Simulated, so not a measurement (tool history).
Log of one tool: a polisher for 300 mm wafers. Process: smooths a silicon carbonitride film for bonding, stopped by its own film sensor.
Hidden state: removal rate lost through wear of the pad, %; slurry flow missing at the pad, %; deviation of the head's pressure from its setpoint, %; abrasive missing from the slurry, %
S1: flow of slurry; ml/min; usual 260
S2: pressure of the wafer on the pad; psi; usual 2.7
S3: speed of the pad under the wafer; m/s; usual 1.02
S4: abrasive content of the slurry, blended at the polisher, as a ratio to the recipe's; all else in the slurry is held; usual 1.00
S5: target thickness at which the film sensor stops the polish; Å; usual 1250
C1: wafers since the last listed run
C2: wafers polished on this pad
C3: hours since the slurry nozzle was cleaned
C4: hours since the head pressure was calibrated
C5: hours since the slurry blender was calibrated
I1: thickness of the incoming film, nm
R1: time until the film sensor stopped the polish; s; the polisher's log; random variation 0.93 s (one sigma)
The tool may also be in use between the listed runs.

{"run": 1, "hour": 0.0, "S1": 260, "S2": 2.7, "S3": 1.02, "S4": 1.0, "S5": 1250, "C1": 0, "C2": 3918, "C3": 80.1, "C4": 27.5, "C5": 336.7, "I1": 149.0, "R1": 70.5}
{"run": 2, "hour": 39.5, "S1": 260, "S2": 2.7, "S3": 1.02, "S4": 1.0, "S5": 1250, "C1": 474, "C2": 4392, "C3": 119.6, "C4": 67.0, "C5": 376.2, "I1": 149.0, "R1": 68.8}
{"hour": 56.3, "done": "slurry blender recalibrated"}
{"hour": 76.2, "done": "worn pad replaced by a new one"}
{"run": 3, "hour": 105.5, "S1": 260, "S2": 2.7, "S3": 1.02, "S4": 1.0, "S5": 1250, "C1": 720, "C2": 351, "C3": 185.6, "C4": 133.0, "C5": 49.2, "I1": 148.6, "R1": 66.3}
{"run": 4, "hour": 141.6, "S1": 260, "S2": 2.7, "S3": 0.86, "S4": 1.0, "S5": 1250, "C1": 433, "C2": 784, "C3": 221.7, "C4": 169.1, "C5": 85.3, "I1": 149.5, "R1": 77.1}
{"run": 5, "hour": 206.6, "S1": 260, "S2": 2.7, "S3": 1.02, "S4": 1.0, "S5": 1250, "C1": 780, "C2": 1565, "C3": 286.7, "C4": 234.1, "C5": 150.3, "I1": 148.8, "R1": 66.8}
{"hour": 336.3, "done": "head pressure recalibrated"}
{"run": 6, "hour": 398.2, "S1": 260, "S2": 2.7, "S3": 1.02, "S4": 0.8, "S5": 1250, "C1": 2276, "C2": 3842, "C3": 478.3, "C4": 61.9, "C5": 341.9, "I1": 150.8, "R1": 85.5}
{"hour": 451.8, "done": "worn pad replaced by a new one"}
{"run": 7, "hour": 463.8, "S1": 260, "S2": 2.7, "S3": 1.02, "S4": 0.8, "S5": 1250, "C1": 739, "C2": 143, "C3": 543.9, "C4": 127.5, "C5": 407.5, "I1": 151.3, "R1": 84.7}
{"hour": 472.5, "done": "slurry blender recalibrated"}
{"run": 8, "hour": 494.0, "S1": 260, "S2": 2.7, "S3": 1.02, "S4": 0.8, "S5": 1250, "C1": 338, "C2": 482, "C3": 574.1, "C4": 157.7, "C5": 21.5, "I1": 149.5, "R1": 81.4}
{"run": 9, "hour": 529.4, "S1": 260, "S2": 2.7, "S3": 1.02, "S4": 0.85, "S5": 1250, "C1": 425, "C2": 907, "C3": 609.5, "C4": 193.1, "C5": 56.9, "I1": 150.0, "R1": 78.8}
{"hour": 585.9, "done": "slurry nozzle cleaned"}
{"run": 10, "hour": 587.0, "S1": 260, "S2": 2.2, "S3": 1.02, "S4": 1.0, "S5": 1250, "C1": 679, "C2": 1587, "C3": 1.1, "C4": 250.7, "C5": 114.5, "I1": 149.6, "R1": 81.4}
{"run": 11, "hour": 621.2, "S1": 190, "S2": 2.7, "S3": 0.92, "S4": 1.0, "S5": 1250, "C1": 410, "C2": 1997, "C3": 35.3, "C4": 284.9, "C5": 148.7, "I1": 147.5, "R1": 71.1}
{"run": 12, "hour": 662.2, "S1": 260, "S2": 2.7, "S3": 1.02, "S4": 1.0, "S5": 1250, "C1": 492, "C2": 2490, "C3": 76.3, "C4": 325.9, "C5": 189.7, "I1": 151.8, "R1": 76.0}
{"run": 13, "hour": 711.6, "S1": 260, "S2": 2.7, "S3": 1.02, "S4": 0.85, "S5": 1250, "C1": 593, "C2": 3083, "C3": 125.7, "C4": 375.3, "C5": 239.1, "I1": 150.9, "R1": 83.2}
{"hour": 762.5, "done": "head pressure recalibrated"}
{"run": 14, "hour": 774.0, "S1": 315, "S2": 2.7, "S3": 1.24, "S4": 1.0, "S5": 1300, "C1": 725, "C2": 3808, "C3": 188.1, "C4": 11.5, "C5": 301.5, "I1": 149.7, "R1": 47.6}
{"hour": 798.1, "done": "worn pad replaced by a new one, of another model than before"}
{"hour": 801.8, "done": "slurry blender recalibrated"}
{"run": 15, "hour": 812.2, "S1": 260, "S2": 2.7, "S3": 0.72, "S4": 0.85, "S5": 1250, "C1": 386, "C2": 144, "C3": 226.3, "C4": 49.7, "C5": 10.4, "I1": 151.4, "R1": 96.0}
{"run": 16, "hour": 879.0, "S1": 260, "S2": 2.7, "S3": 1.02, "S4": 1.0, "S5": 1190, "C1": 802, "C2": 946, "C3": 293.1, "C4": 116.5, "C5": 77.2, "I1": 151.4, "R1": 90.7}
{"run": 17, "hour": 937.8, "S1": 295, "S2": 2.7, "S3": 1.02, "S4": 1.0, "S5": 1250, "C1": 706, "C2": 1653, "C3": 351.9, "C4": 175.3, "C5": 136.0, "I1": 149.1, "R1": 66.3}
{"run": 18, "hour": 989.1, "S1": 260, "S2": 2.7, "S3": 1.02, "S4": 1.0, "S5": 1250, "C1": 616, "C2": 2269, "C3": 403.2, "C4": 226.6, "C5": 187.3, "I1": 151.8, "R1": 76.4}
{"run": 19, "hour": 1117.1, "S1": 230, "S2": 1.9, "S3": 1.02, "S4": 1.0, "S5": 1250, "C1": 1537, "C2": 3806, "C3": 531.2, "C4": 354.6, "C5": 315.3, "I1": 151.0, "R1": 92.7}
{"hour": 1123.3, "done": "slurry nozzle cleaned"}
{"hour": 1138.2, "done": "head pressure recalibrated"}
{"hour": 1177.6, "done": "worn pad replaced by a new one"}
{"hour": 1181.2, "done": "slurry blender recalibrated"}
{"run": 20, "hour": 1181.7, "S1": 260, "S2": 2.7, "S3": 1.02, "S4": 1.0, "S5": 1250, "C1": 667, "C2": 25, "C3": 58.4, "C4": 43.5, "C5": 0.5, "I1": 150.9, "R1": 69.0}
{"run": 21, "hour": 1210.3, "S1": 260, "S2": 2.7, "S3": 1.02, "S4": 1.0, "S5": 1250, "C1": 343, "C2": 368, "C3": 87.0, "C4": 72.1, "C5": 29.1, "I1": 149.2, "R1": 66.4}
{"run": 22, "hour": 1263.6, "S1": 260, "S2": 2.7, "S3": 1.02, "S4": 0.85, "S5": 1250, "C1": 640, "C2": 1008, "C3": 140.3, "C4": 125.4, "C5": 82.4, "I1": 152.3, "R1": 84.7}
{"run": 23, "hour": 1328.8, "S1": 200, "S2": 2.7, "S3": 1.02, "S4": 1.0, "S5": 1170, "C1": 782, "C2": 1791, "C3": 205.5, "C4": 190.6, "C5": 147.6, "I1": 147.8, "R1": 91.4}
{"run": 24, "hour": 1395.0, "S1": 260, "S2": 2.4, "S3": 1.02, "S4": 1.0, "S5": 1270, "C1": 794, "C2": 2586, "C3": 271.7, "C4": 256.8, "C5": 213.8, "I1": 148.5, "R1": 66.2}
{"run": 25, "hour": 1434.6, "S1": 260, "S2": 2.7, "S3": 1.16, "S4": 1.2, "S5": 1230, "C1": 475, "C2": 3061, "C3": 311.3, "C4": 296.4, "C5": 253.4, "I1": 149.1, "R1": 63.4}
{"run": 26, "hour": 1496.0, "S1": 195, "S2": 3.5, "S3": 1.02, "S4": 1.0, "S5": 1250, "C1": 737, "C2": 3799, "C3": 372.7, "C4": 357.8, "C5": 314.8, "I1": 150.8, "R1": 66.6}
{"hour": 1501.8, "done": "slurry blender recalibrated"}
{"run": 27, "hour": 1554.0, "S1": 260, "S2": 3.3, "S3": 1.02, "S4": 1.0, "S5": 1250, "C1": 672, "C2": 4471, "C3": 430.7, "C4": 415.8, "C5": 52.2, "I1": 149.8, "R1": 62.6}
{"hour": 1572.4, "done": "head pressure recalibrated"}
{"run": 28, "hour": 1585.4, "S1": 260, "S2": 1.9, "S3": 1.12, "S4": 1.2, "S5": 1250, "C1": 353, "C2": 4824, "C3": 462.1, "C4": 13.0, "C5": 83.6, "I1": 149.7, "R1": 73.5}

Forecast each of these 5 alternatives for the next run:
{"run": "A", "hour": 1585.8, "S1": 260, "S2": 2.7, "S3": 1.02, "S4": 1.0, "S5": 1250, "C1": 4, "C2": 4829, "C3": 462.5, "C4": 13.4, "C5": 84.0, "I1": 152.7, "R1": "?"}
{"run": "B", "hour": 1585.8, "S1": 285, "S2": 3.4, "S3": 1.2, "S4": 1.0, "S5": 1250, "C1": 4, "C2": 4829, "C3": 462.5, "C4": 13.4, "C5": 84.0, "I1": 152.7, "R1": "?"}
{"run": "C", "hour": 1585.8, "S1": 260, "S2": 2.7, "S3": 1.02, "S4": 1.15, "S5": 1250, "C1": 4, "C2": 4829, "C3": 462.5, "C4": 13.4, "C5": 84.0, "I1": 152.7, "R1": "?"}
{"run": "D", "hour": 1585.8, "S1": 230, "S2": 2.7, "S3": 1.02, "S4": 1.25, "S5": 1290, "C1": 4, "C2": 4829, "C3": 462.5, "C4": 13.4, "C5": 84.0, "I1": 152.7, "R1": "?"}
{"run": "E", "hour": 1585.8, "S1": 260, "S2": 3.3, "S3": 0.88, "S4": 1.0, "S5": 1250, "C1": 4, "C2": 4829, "C3": 462.5, "C4": 13.4, "C5": 84.0, "I1": 152.7, "R1": "?"}

run=A R1=78.4
run=B R1=60.3
run=C R1=72.3
run=D R1=60.6
run=E R1=74.4
Without the tool's hidden state the same runs would have given:
run=A R1=73.3
run=B R1=56.4
run=C R1=67.6
run=D R1=56.7
run=E R1=69.5
